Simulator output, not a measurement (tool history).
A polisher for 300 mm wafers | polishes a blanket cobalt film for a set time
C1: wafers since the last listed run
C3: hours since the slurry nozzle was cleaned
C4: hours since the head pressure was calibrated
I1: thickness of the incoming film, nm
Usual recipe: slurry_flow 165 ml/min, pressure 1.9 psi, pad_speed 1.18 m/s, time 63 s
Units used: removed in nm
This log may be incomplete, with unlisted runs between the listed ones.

{"run": 1, "day": 0.0, "slurry_flow": 165, "pressure": 1.9, "pad_speed": 1.34, "time": 63, "C1": 0, "wafers polished on this pad": 198, "C3": 176.3, "C4": 1317.8, "I1": 1010.7, "removed": 320}
{"run": 2, "day": 0.679, "slurry_flow": 165, "pressure": 1.9, "pad_speed": 1.18, "time": 63, "C1": 203, "wafers polished on this pad": 402, "C3": 192.6, "C4": 1334.1, "I1": 1018.4, "removed": 287.6}
{"run": 3, "day": 1.104, "slurry_flow": 165, "pressure": 1.9, "pad_speed": 1.18, "time": 63, "C1": 127, "wafers polished on this pad": 530, "C3": 202.8, "C4": 1344.3, "I1": 1013.9, "removed": 280.1}
{"run": 4, "day": 1.588, "slurry_flow": 165, "pressure": 1.9, "pad_speed": 1.18, "time": 63, "C1": 145, "wafers polished on this pad": 675, "C3": 214.4, "C4": 1355.9, "I1": 1016.8, "removed": 283.2}
{"run": 5, "day": 2.208, "slurry_flow": 165, "pressure": 1.9, "pad_speed": 1.18, "time": 63, "C1": 186, "wafers polished on this pad": 861, "C3": 229.3, "C4": 1370.8, "I1": 1011.6, "removed": 282.1}
{"day": 2.738, "done": "worn pad replaced by a new one"}
{"run": 6, "day": 2.783, "slurry_flow": 165, "pressure": 1.9, "pad_speed": 1.18, "time": 63, "C1": 122, "wafers polished on this pad": 13, "C3": 243.1, "C4": 1384.6, "I1": 1031.4, "removed": 305.7}
{"run": 7, "day": 3.204, "slurry_flow": 165, "pressure": 1.9, "pad_speed": 1.18, "time": 63, "C1": 126, "wafers polished on this pad": 139, "C3": 253.2, "C4": 1394.7, "I1": 1016.6, "removed": 291.6}
{"run": 8, "day": 3.592, "slurry_flow": 165, "pressure": 1.9, "pad_speed": 1.18, "time": 63, "C1": 116, "wafers polished on this pad": 255, "C3": 262.5, "C4": 1404, "I1": 1007.9, "removed": 286.7}
{"run": 9, "day": 3.979, "slurry_flow": 165, "pressure": 1.9, "pad_speed": 1.18, "time": 63, "C1": 116, "wafers polished on this pad": 372, "C3": 271.8, "C4": 1413.3, "I1": 1008.1, "removed": 285.6}
{"run": 10, "day": 4.571, "slurry_flow": 165, "pressure": 1.9, "pad_speed": 1.18, "time": 63, "C1": 177, "wafers polished on this pad": 550, "C3": 286, "C4": 1427.5, "I1": 1003.6, "removed": 283.5}
{"run": 11, "day": 5.117, "slurry_flow": 165, "pressure": 1.9, "pad_speed": 1.18, "time": 63, "C1": 163, "wafers polished on this pad": 714, "C3": 299.1, "C4": 1440.6, "I1": 1017.3, "removed": 276.9}
{"day": 5.6, "done": "head pressure recalibrated"}
{"run": 12, "day": 5.621, "slurry_flow": 165, "pressure": 1.9, "pad_speed": 1.18, "time": 63, "C1": 126, "wafers polished on this pad": 840, "C3": 311.2, "C4": 0.5, "I1": 1029, "removed": 284.4}
{"run": 13, "day": 6.071, "slurry_flow": 165, "pressure": 1.9, "pad_speed": 1.46, "time": 63, "C1": 135, "wafers polished on this pad": 975, "C3": 322, "C4": 11.3, "I1": 1009.5, "removed": 311.5}
{"day": 6.488, "done": "worn pad replaced by a new one"}
{"run": 14, "day": 6.554, "slurry_flow": 165, "pressure": 1.9, "pad_speed": 0.94, "time": 63, "C1": 95, "wafers polished on this pad": 20, "C3": 333.6, "C4": 22.9, "I1": 1012.7, "removed": 268.3}
{"day": 6.738, "done": "slurry nozzle cleaned"}
{"run": 15, "day": 7.008, "slurry_flow": 110, "pressure": 1.9, "pad_speed": 1.18, "time": 63, "C1": 123, "wafers polished on this pad": 144, "C3": 6.5, "C4": 33.8, "I1": 1008.6, "removed": 278.8}
{"run": 16, "day": 7.633, "slurry_flow": 165, "pressure": 1.9, "pad_speed": 1.46, "time": 79, "C1": 187, "wafers polished on this pad": 331, "C3": 21.5, "C4": 48.8, "I1": 1015.7, "removed": 419.3}
{"run": 17, "day": 9.021, "slurry_flow": 185, "pressure": 1.9, "pad_speed": 1.38, "time": 63, "C1": 416, "wafers polished on this pad": 748, "C3": 54.8, "C4": 82.1, "I1": 1013, "removed": 316}
{"run": 18, "day": 9.642, "slurry_flow": 165, "pressure": 1.9, "pad_speed": 1.32, "time": 63, "C1": 186, "wafers polished on this pad": 935, "C3": 69.7, "C4": 97, "I1": 1025.8, "removed": 302.1}
{"day": 9.929, "done": "worn pad replaced by a new one"}
{"run": 19, "day": 10.283, "slurry_flow": 165, "pressure": 1.9, "pad_speed": 1.18, "time": 63, "C1": 142, "wafers polished on this pad": 106, "C3": 85.1, "C4": 112.4, "I1": 1027.1, "removed": 294.8}
{"run": 20, "day": 10.742, "slurry_flow": 165, "pressure": 1.9, "pad_speed": 1.18, "time": 63, "C1": 137, "wafers polished on this pad": 244, "C3": 96.1, "C4": 123.4, "I1": 1003, "removed": 292}
{"run": 21, "day": 12.204, "slurry_flow": 130, "pressure": 2.2, "pad_speed": 1.18, "time": 70, "C1": 439, "wafers polished on this pad": 683, "C3": 131.2, "C4": 158.5, "I1": 993.8, "removed": 350.9}
{"run": 22, "day": 12.471, "slurry_flow": 165, "pressure": 1.9, "pad_speed": 1.18, "time": 63, "C1": 80, "wafers polished on this pad": 763, "C3": 137.6, "C4": 164.9, "I1": 1003.5, "removed": 279.7}
{"run": 23, "day": 13.1, "slurry_flow": 165, "pressure": 1.9, "pad_speed": 1.18, "time": 63, "C1": 188, "wafers polished on this pad": 952, "C3": 152.7, "C4": 180, "I1": 1008.5, "removed": 281.4}
{"day": 13.333, "done": "worn pad replaced by a new one"}
{"run": 24, "day": 13.683, "slurry_flow": 200, "pressure": 1.9, "pad_speed": 1.32, "time": 48, "C1": 125, "wafers polished on this pad": 105, "C3": 166.7, "C4": 194, "I1": 1014, "removed": 253}

What if the next run were any one of these 3? Each begins from the tool's condition after run 24:
{"run": "A", "day": 13.7, "slurry_flow": 165, "pressure": 1.9, "pad_speed": 1.04, "time": 63, "C1": 5, "wafers polished on this pad": 110, "C3": 167.1, "C4": 194.4, "I1": 1021.9, "removed": "?"}
{"run": "B", "day": 13.7, "slurry_flow": 145, "pressure": 1.5, "pad_speed": 1, "time": 73, "C1": 5, "wafers polished on this pad": 110, "C3": 167.1, "C4": 194.4, "I1": 1021.9, "removed": "?"}
{"run": "C", "day": 13.7, "slurry_flow": 220, "pressure": 2.6, "pad_speed": 1.18, "time": 43, "C1": 5, "wafers polished on this pad": 110, "C3": 167.1, "C4": 194.4, "I1": 1021.9, "removed": "?"}

run=A removed=279.9
run=B removed=246.1
run=C removed=292.1
With no hidden state in the tool, these same runs would have given:
run=A removed=290.4
run=B removed=255.3
run=C removed=303
